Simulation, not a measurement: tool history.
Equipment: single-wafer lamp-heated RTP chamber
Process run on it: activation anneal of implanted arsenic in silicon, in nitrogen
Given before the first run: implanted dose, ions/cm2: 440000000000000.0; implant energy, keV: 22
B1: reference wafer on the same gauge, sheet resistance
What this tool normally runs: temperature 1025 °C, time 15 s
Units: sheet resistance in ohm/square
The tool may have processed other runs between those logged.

Run 1, hour 0: usual settings; B1 184.53. Result: sheet resistance 226.06 ohm/square.
Run 2, hour 31.4: usual settings but time 10 s; B1 184.74. Result: sheet resistance 227.7 ohm/square.
Run 3, hour 60.1: usual settings but time 10 s; B1 184.48. Result: sheet resistance 226.06 ohm/square.
Run 4, hour 84.8: usual settings but time 10 s; B1 184.2. Result: sheet resistance 226.66 ohm/square.
Run 5, hour 103.5: usual settings but time 21 s; B1 184.08. Result: sheet resistance 223.21 ohm/square.
Run 6, hour 120.1: usual settings but time 18 s; B1 183.96. Result: sheet resistance 223.86 ohm/square.
Run 7, hour 135.2: usual settings but time 18 s; B1 183.93. Result: sheet resistance 222.98 ohm/square.
Run 8, hour 160.8: usual settings but time 18 s; B1 183.63. Result: sheet resistance 225.48 ohm/square.
Run 9, hour 196.4: usual settings but time 9 s; B1 183.46. Result: sheet resistance 225.93 ohm/square.
Run 10, hour 209.6: usual settings but time 9 s; B1 183.06. Result: sheet resistance 226.7 ohm/square.
Run 11, hour 233.5: usual settings; B1 182.94. Result: sheet resistance 224.21 ohm/square.
Run 12, hour 263.5: usual settings; B1 182.75. Result: sheet resistance 224.44 ohm/square.
At hour 315.2: reflector plate cleaned.
Run 13, hour 363.6: usual settings; B1 182.12. Result: sheet resistance 223.24 ohm/square.
Run 14, hour 397.1: usual settings; B1 181.85. Result: sheet resistance 222.6 ohm/square.
Run 15, hour 430.5: usual settings; B1 181.52. Result: sheet resistance 223.44 ohm/square.
At hour 450.2: pyrometer window cleaned and pyrometer calibrated.
At hour 493.6: gauge calibrated.
Run 16, hour 494.3: usual settings but temperature 1005 °C, time 20 s; B1 184.74. Result: sheet resistance 227.6 ohm/square.
Run 17, hour 521.4: usual settings but temperature 1046 °C, time 20 s; B1 184.64. Result: sheet resistance 219.78 ohm/square.
Run 18, hour 543.2: usual settings but time 19 s; B1 184.4. Result: sheet resistance 223.63 ohm/square.
Run 19, hour 574.7: usual settings but temperature 1052 °C, time 24 s; B1 184.32. Result: sheet resistance 218.49 ohm/square.
Run 20, hour 595.9: usual settings; B1 184.45. Result: sheet resistance 224.94 ohm/square.
Run 21, hour 628.5: usual settings but time 20 s; B1 184.16. Result: sheet resistance 223.08 ohm/square.
Run 22, hour 650.8: usual settings but temperature 1015 °C, time 23 s; B1 183.59. Result: sheet resistance 223.28 ohm/square.
Run 23, hour 686.6: usual settings but time 6 s; B1 183.23. Result: sheet resistance 228.6 ohm/square.
Run 24, hour 706.6: usual settings but temperature 1044 °C, time 19 s; B1 183.21. Result: sheet resistance 220.35 ohm/square.
Run 25, hour 735.5: usual settings but temperature 1050 °C, time 18 s; B1 183.04. Result: sheet resistance 219.26 ohm/square.
Run 26, hour 764.1: usual settings; B1 182.72. Result: sheet resistance 223.47 ohm/square.
Run 27, hour 799.4: usual settings but temperature 1010 °C, time 19 s; B1 182.66. Result: sheet resistance 222.78 ohm/square.
Run 28, hour 812.8: usual settings but temperature 1004 °C, time 20 s; B1 182.65. Result: sheet resistance 224.93 ohm/square.
Run 29, hour 825.3: usual settings but temperature 1043 °C, time 20 s; B1 182.58. Result: sheet resistance 218.95 ohm/square.

Forecast each of these 5 alternatives for the next run:
Run A, hour 825.7: usual settings but time 7 s; B1 ?. Result: sheet resistance ?.
Run B, hour 825.7: usual settings but temperature 1013 °C, time 20 s; B1 ?. Result: sheet resistance ?.
Run C, hour 825.7: usual settings but temperature 997 °C, time 23 s; B1 ?. Result: sheet resistance ?.
Run D, hour 825.7: usual settings but temperature 1033 °C, time 23 s; B1 ?. Result: sheet resistance ?.
Run E, hour 825.7: usual settings but temperature 1046 °C, time 7 s; B1 ?. Result: sheet resistance ?.

run      B1  sheet resistance
  A  182.44            225.53
  B  182.44            221.92
  C  182.44            222.92
  D  182.44            218.48
  E  182.44            223.51
Without the tool's unlogged condition, the same runs would have read:
run  sheet resistance
  A             228.7
  B            225.04
  C            226.06
  D            221.56
  E            226.65
